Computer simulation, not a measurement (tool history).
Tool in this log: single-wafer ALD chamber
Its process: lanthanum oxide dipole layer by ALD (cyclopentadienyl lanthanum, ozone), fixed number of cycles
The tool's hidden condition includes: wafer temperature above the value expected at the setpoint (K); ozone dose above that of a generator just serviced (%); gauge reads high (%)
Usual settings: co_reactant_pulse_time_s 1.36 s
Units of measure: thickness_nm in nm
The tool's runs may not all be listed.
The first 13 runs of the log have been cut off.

| run | hour | co_reactant_pulse_time_s | wafers since the last listed run | hours since the last thermocouple change | hours since the last ozone generator service | hours since the showerhead was replaced | hours since the gauge calibration | read-back reference wafer on the same gauge, thickness_nm | thickness_nm |
|---|---|---|---|---|---|---|---|---|---|
|  | 1179.4 | gauge calibrated |
| 14 | 1214.1 | 1.79 | 614 | 1325.3 | 414.4 | 4574.7 | 34.7 | 0.583 | 0.559 |
| 15 | 1305.0 | 1.36 | 806 | 1416.2 | 505.3 | 4665.6 | 125.6 | 0.583 | 0.541 |
| 16 | 1377.9 | 1.36 | 646 | 1489.1 | 578.2 | 4738.5 | 198.5 | 0.584 | 0.539 |
|  | 1416.6 | thermocouple changed; heater temperature recalibrated |
| 17 | 1468.8 | 0.88 | 735 | 52.2 | 669.1 | 4829.4 | 289.4 | 0.584 | 0.490 |
| 18 | 1749.5 | 1.36 | 2490 | 332.9 | 949.8 | 5110.1 | 570.1 | 0.585 | 0.543 |
| 19 | 1798.1 | 1.36 | 431 | 381.5 | 998.4 | 5158.7 | 618.7 | 0.585 | 0.541 |
|  | 1878.8 | showerhead replaced |
| 20 | 1879.3 | 1.36 | 649 | 462.7 | 1079.6 | 0.5 | 699.9 | 0.585 | 0.542 |
| 21 | 1954.1 | 1.57 | 663 | 537.5 | 1154.4 | 75.3 | 774.7 | 0.586 | 0.555 |
| 22 | 2000.3 | 1.56 | 409 | 583.7 | 1200.6 | 121.5 | 820.9 | 0.585 | 0.552 |
| 23 | 2135.5 | 1.50 | 1199 | 718.9 | 1335.8 | 256.7 | 956.1 | 0.587 | 0.551 |

Predict the results of run 24:
| 24 | 2176.1 | 0.84 | 360 | 759.5 | 1376.4 | 297.3 | 996.7 | ? | ? |

read-back reference wafer on the same gauge, thickness_nm: 0.587
thickness_nm: 0.489 nm
On a tool with no hidden condition, and with the same random variation, this run would have come out at thickness_nm 0.486 nm.
